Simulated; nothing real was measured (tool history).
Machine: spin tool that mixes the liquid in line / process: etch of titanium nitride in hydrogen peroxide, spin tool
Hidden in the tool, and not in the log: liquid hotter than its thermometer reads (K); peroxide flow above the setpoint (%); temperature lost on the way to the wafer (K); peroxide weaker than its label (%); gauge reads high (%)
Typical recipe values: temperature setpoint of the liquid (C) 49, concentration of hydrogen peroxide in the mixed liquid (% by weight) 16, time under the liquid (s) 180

run     day  temperature setpoint of the liquid (C)  concentration of hydrogen peroxide in the mixed liquid (% by weight)  time under the liquid (s)  wafers since the last listed run  hours since the thermometer was replaced  hours since the peroxide flow meter was replaced  hours since the heated supply line was repaired  hours since the drum of peroxide was connected  hours since the gauge calibration  read-back film thickness of the titanium nitride reference wafer, read on the same gauge (nm)  thickness taken off the titanium nitride on a monitor wafer (Å)
  1       0                                      49                                                                    16                        180                                 0                                    1303.5                                            1513.6                                           3242.4                                            89.4                              276.4                                                                                            110                                                               94
      1.888  -- gauge calibrated
  2   3.979                                      49                                                                    16                        180                               762                                      1399                                            1609.1                                           3337.9                                           184.9                               50.2                                                                                            110                                                               93
  3   5.275                                      49                                                                    16                        180                               248                                    1430.1                                            1640.2                                             3369                                             216                               81.3                                                                                         110.03                                                             92.6
  4   6.062                                      49                                                                    16                        180                               150                                      1449                                            1659.1                                           3387.9                                           234.9                              100.2                                                                                         109.98                                                               92
  5   6.942                                      49                                                                    16                        180                               168                                    1470.1                                            1680.2                                             3409                                             256                              121.3                                                                                            110                                                             93.7
  6   8.262                                    54.5                                                                    16                        180                               253                                    1501.8                                            1711.9                                           3440.7                                           287.7                                153                                                                                         110.02                                                            138.4
  7    9.45                                    54.5                                                                    16                        180                               227                                    1530.3                                            1740.4                                           3469.2                                           316.2                              181.5                                                                                         110.01                                                            137.9
  8  10.183                                    54.5                                                                    16                        180                               140                                    1547.9                                              1758                                           3486.8                                           333.8                              199.1                                                                                            110                                                            137.2
  9  11.462                                      49                                                                    16                        180                               245                                    1578.6                                            1788.7                                           3517.5                                           364.5                              229.8                                                                                         110.01                                                             91.6
 10  12.792                                      55                                                                  14.5                        230                               254                                    1610.5                                            1820.6                                           3549.4                                           396.4                              261.7                                                                                         109.97                                                              175
     13.158  -- heated supply line repaired
       13.7  -- new drum of peroxide connected
 11    13.9                                      49                                                                    16                        180                               196                                    1637.1                                            1847.2                                             17.8                                             4.8                              288.3                                                                                         110.01                                                            125.1
     15.904  -- peroxide flow meter replaced
     16.683  -- gauge calibrated
 12  17.383                                      49                                                                    16                        180                               659                                    1720.7                                              35.5                                            101.4                                            88.4                               16.8                                                                                            110                                                            125.6
     18.446  -- thermometer replaced
 13  18.512                                      49                                                                    16                        180                               208                                       1.6                                              62.6                                            128.5                                           115.5                               43.9                                                                                         109.99                                                            123.6
 14  19.921                                      55                                                                    16                        180                               270                                      35.4                                              96.4                                            162.3                                           149.3                               77.7                                                                                         110.02                                                            188.2
 15  20.962                                      49                                                                  13.5                        180                               199                                      60.4                                             121.4                                            187.3                                           174.3                              102.7                                                                                            110                                                            118.4
 16  21.667                                      49                                                                    16                        180                               135                                      77.3                                             138.3                                            204.2                                           191.2                              119.6                                                                                         109.99                                                            121.9
 17  22.975                                      44                                                                  17.5                        130                               250                                     108.7                                             169.7                                            235.6                                           222.6                                151                                                                                         110.01                                                             62.1
 18  23.883                                      49                                                                    18                        180                               174                                     130.5                                             191.5                                            257.4                                           244.4                              172.8                                                                                         109.99                                                              124
 19  24.954                                      46                                                                    16                        180                               205                                     156.2                                             217.2                                            283.1                                           270.1                              198.5                                                                                         110.02                                                             96.4

Some steps in thickness taken off the titanium nitride on a monitor wafer (Å), run to run, broken into two amounts with sign: the step expected even without the hidden condition (settings, incoming material, random variation), and the rest, left for the hidden condition together with whatever gauge scatter is not in both the measured and the hidden-condition-free result:
Run 9 -> 10: temperature setpoint of the liquid (C) 49 -> 55, concentration of hydrogen peroxide in the mixed liquid (% by weight) 16 -> 14.5, time under the liquid (s) 180 -> 230. thickness taken off the titanium nitride on a monitor wafer (Å) +83.4: hidden state -30, all else +113.4.
Run 10 -> 11: temperature setpoint of the liquid (C) 55 -> 49, concentration of hydrogen peroxide in the mixed liquid (% by weight) 14.5 -> 16, time under the liquid (s) 230 -> 180, heated supply line repaired, new drum of peroxide connected. thickness taken off the titanium nitride on a monitor wafer (Å) -49.9: hidden state +61.9, all else -111.8.
